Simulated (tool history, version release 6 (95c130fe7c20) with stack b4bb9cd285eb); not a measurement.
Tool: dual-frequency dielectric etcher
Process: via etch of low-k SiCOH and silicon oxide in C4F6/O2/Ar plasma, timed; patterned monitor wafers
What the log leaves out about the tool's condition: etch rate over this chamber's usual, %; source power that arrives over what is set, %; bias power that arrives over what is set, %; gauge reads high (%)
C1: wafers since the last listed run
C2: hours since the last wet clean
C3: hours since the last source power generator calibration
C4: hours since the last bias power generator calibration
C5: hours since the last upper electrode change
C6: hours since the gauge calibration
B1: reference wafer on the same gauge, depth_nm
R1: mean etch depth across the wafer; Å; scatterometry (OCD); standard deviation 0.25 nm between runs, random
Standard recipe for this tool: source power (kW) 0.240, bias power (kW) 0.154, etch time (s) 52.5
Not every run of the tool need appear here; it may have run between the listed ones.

{"run": 1, "hour": 0.0, "source power (kW)": 0.24, "bias power (kW)": 0.154, "etch time (s)": 52.5, "C1": 0, "C2": 228.1, "C3": 3501.8, "C4": 2569.4, "C5": 2572.4, "C6": 544.1, "B1": 112.0, "R1": 1142}
{"run": 2, "hour": 23.8, "source power (kW)": 0.24, "bias power (kW)": 0.166, "etch time (s)": 52.5, "C1": 293, "C2": 251.9, "C3": 3525.6, "C4": 2593.2, "C5": 2596.2, "C6": 567.9, "B1": 112.0, "R1": 1171}
{"run": 3, "hour": 56.2, "source power (kW)": 0.24, "bias power (kW)": 0.154, "etch time (s)": 52.5, "C1": 399, "C2": 284.3, "C3": 3558.0, "C4": 2625.6, "C5": 2628.6, "C6": 600.3, "B1": 112.0, "R1": 1155}
{"run": 4, "hour": 70.3, "source power (kW)": 0.26, "bias power (kW)": 0.154, "etch time (s)": 52.5, "C1": 174, "C2": 298.4, "C3": 3572.1, "C4": 2639.7, "C5": 2642.7, "C6": 614.4, "B1": 111.9, "R1": 1189}
{"run": 5, "hour": 91.8, "source power (kW)": 0.26, "bias power (kW)": 0.154, "etch time (s)": 52.5, "C1": 265, "C2": 319.9, "C3": 3593.6, "C4": 2661.2, "C5": 2664.2, "C6": 635.9, "B1": 112.0, "R1": 1191}
{"run": 6, "hour": 106.8, "source power (kW)": 0.26, "bias power (kW)": 0.154, "etch time (s)": 52.5, "C1": 185, "C2": 334.9, "C3": 3608.6, "C4": 2676.2, "C5": 2679.2, "C6": 650.9, "B1": 111.9, "R1": 1195}
{"run": 7, "hour": 140.0, "source power (kW)": 0.24, "bias power (kW)": 0.169, "etch time (s)": 52.5, "C1": 409, "C2": 368.1, "C3": 3641.8, "C4": 2709.4, "C5": 2712.4, "C6": 684.1, "B1": 112.0, "R1": 1187}
{"run": 8, "hour": 154.8, "source power (kW)": 0.24, "bias power (kW)": 0.154, "etch time (s)": 52.5, "C1": 182, "C2": 382.9, "C3": 3656.6, "C4": 2724.2, "C5": 2727.2, "C6": 698.9, "B1": 112.0, "R1": 1159}
{"hour": 171.1, "done": "source power generator calibrated"}
{"hour": 199.5, "done": "wet clean of the chamber"}
{"hour": 205.0, "done": "upper electrode replaced"}
{"run": 9, "hour": 205.5, "source power (kW)": 0.24, "bias power (kW)": 0.154, "etch time (s)": 52.5, "C1": 211, "C2": 6.0, "C3": 34.4, "C4": 2774.9, "C5": 0.5, "C6": 749.6, "B1": 112.0, "R1": 1127}
{"run": 10, "hour": 205.9, "source power (kW)": 0.24, "bias power (kW)": 0.154, "etch time (s)": 49.0, "C1": 4, "C2": 6.4, "C3": 34.8, "C4": 2775.3, "C5": 0.9, "C6": 750.0, "B1": 112.0, "R1": 1054}
{"run": 11, "hour": 230.3, "source power (kW)": 0.24, "bias power (kW)": 0.183, "etch time (s)": 52.5, "C1": 301, "C2": 30.8, "C3": 59.2, "C4": 2799.7, "C5": 25.3, "C6": 774.4, "B1": 112.0, "R1": 1184}
{"run": 12, "hour": 257.2, "source power (kW)": 0.24, "bias power (kW)": 0.183, "etch time (s)": 52.5, "C1": 331, "C2": 57.7, "C3": 86.1, "C4": 2826.6, "C5": 52.2, "C6": 801.3, "B1": 112.0, "R1": 1190}
{"hour": 266.2, "done": "gauge calibrated"}
{"run": 13, "hour": 277.8, "source power (kW)": 0.24, "bias power (kW)": 0.183, "etch time (s)": 52.5, "C1": 254, "C2": 78.3, "C3": 106.7, "C4": 2847.2, "C5": 72.8, "C6": 11.6, "B1": 112.0, "R1": 1191}
{"run": 14, "hour": 300.5, "source power (kW)": 0.24, "bias power (kW)": 0.154, "etch time (s)": 52.5, "C1": 280, "C2": 101.0, "C3": 129.4, "C4": 2869.9, "C5": 95.5, "C6": 34.3, "B1": 112.0, "R1": 1137}
{"run": 15, "hour": 318.4, "source power (kW)": 0.19, "bias power (kW)": 0.174, "etch time (s)": 44.0, "C1": 220, "C2": 118.9, "C3": 147.3, "C4": 2887.8, "C5": 113.4, "C6": 52.2, "B1": 112.0, "R1": 893}
{"run": 16, "hour": 347.3, "source power (kW)": 0.28, "bias power (kW)": 0.136, "etch time (s)": 46.0, "C1": 356, "C2": 147.8, "C3": 176.2, "C4": 2916.7, "C5": 142.3, "C6": 81.1, "B1": 111.9, "R1": 1031}
{"run": 17, "hour": 359.8, "source power (kW)": 0.24, "bias power (kW)": 0.183, "etch time (s)": 37.5, "C1": 154, "C2": 160.3, "C3": 188.7, "C4": 2929.2, "C5": 154.8, "C6": 93.6, "B1": 112.0, "R1": 851}
{"hour": 386.1, "done": "bias power generator calibrated"}
{"run": 18, "hour": 386.6, "source power (kW)": 0.22, "bias power (kW)": 0.154, "etch time (s)": 52.5, "C1": 281, "C2": 187.1, "C3": 215.5, "C4": 0.5, "C5": 181.6, "C6": 120.4, "B1": 112.0, "R1": 1105}
{"run": 19, "hour": 417.3, "source power (kW)": 0.24, "bias power (kW)": 0.154, "etch time (s)": 38.5, "C1": 378, "C2": 217.8, "C3": 246.2, "C4": 31.2, "C5": 212.3, "C6": 151.1, "B1": 112.0, "R1": 836}
{"run": 20, "hour": 434.8, "source power (kW)": 0.24, "bias power (kW)": 0.154, "etch time (s)": 52.5, "C1": 215, "C2": 235.3, "C3": 263.7, "C4": 48.7, "C5": 229.8, "C6": 168.6, "B1": 111.9, "R1": 1145}
{"run": 21, "hour": 465.9, "source power (kW)": 0.24, "bias power (kW)": 0.154, "etch time (s)": 52.5, "C1": 383, "C2": 266.4, "C3": 294.8, "C4": 79.8, "C5": 260.9, "C6": 199.7, "B1": 112.0, "R1": 1154}
{"run": 22, "hour": 481.7, "source power (kW)": 0.19, "bias power (kW)": 0.118, "etch time (s)": 62.5, "C1": 194, "C2": 282.2, "C3": 310.6, "C4": 95.6, "C5": 276.7, "C6": 215.5, "B1": 112.0, "R1": 1162}
{"run": 23, "hour": 505.1, "source power (kW)": 0.2, "bias power (kW)": 0.166, "etch time (s)": 46.5, "C1": 288, "C2": 305.6, "C3": 334.0, "C4": 119.0, "C5": 300.1, "C6": 238.9, "B1": 112.0, "R1": 965}
{"hour": 549.8, "done": "wet clean of the chamber"}
{"run": 24, "hour": 550.3, "source power (kW)": 0.19, "bias power (kW)": 0.154, "etch time (s)": 52.5, "C1": 261, "C2": 0.5, "C3": 379.2, "C4": 164.2, "C5": 345.3, "C6": 284.1, "B1": 112.0, "R1": 1025}
{"run": 25, "hour": 565.1, "source power (kW)": 0.3, "bias power (kW)": 0.154, "etch time (s)": 66.0, "C1": 182, "C2": 15.3, "C3": 394.0, "C4": 179.0, "C5": 360.1, "C6": 298.9, "B1": 112.0, "R1": 1565}
{"run": 26, "hour": 586.8, "source power (kW)": 0.19, "bias power (kW)": 0.122, "etch time (s)": 46.5, "C1": 267, "C2": 37.0, "C3": 415.7, "C4": 200.7, "C5": 381.8, "C6": 320.6, "B1": 112.1, "R1": 857}

What will run 27 give?
{"run": 27, "hour": 603.0, "source power (kW)": 0.24, "bias power (kW)": 0.154, "etch time (s)": 60.5, "C1": 199, "C2": 53.2, "C3": 431.9, "C4": 216.9, "C5": 398.0, "C6": 336.8, "B1": "?", "R1": "?"}

{"run 27": {"B1": 112.0, "R1": 1311}}
Had the tool carried no hidden state, the very same run would have given R1 1302 Å.
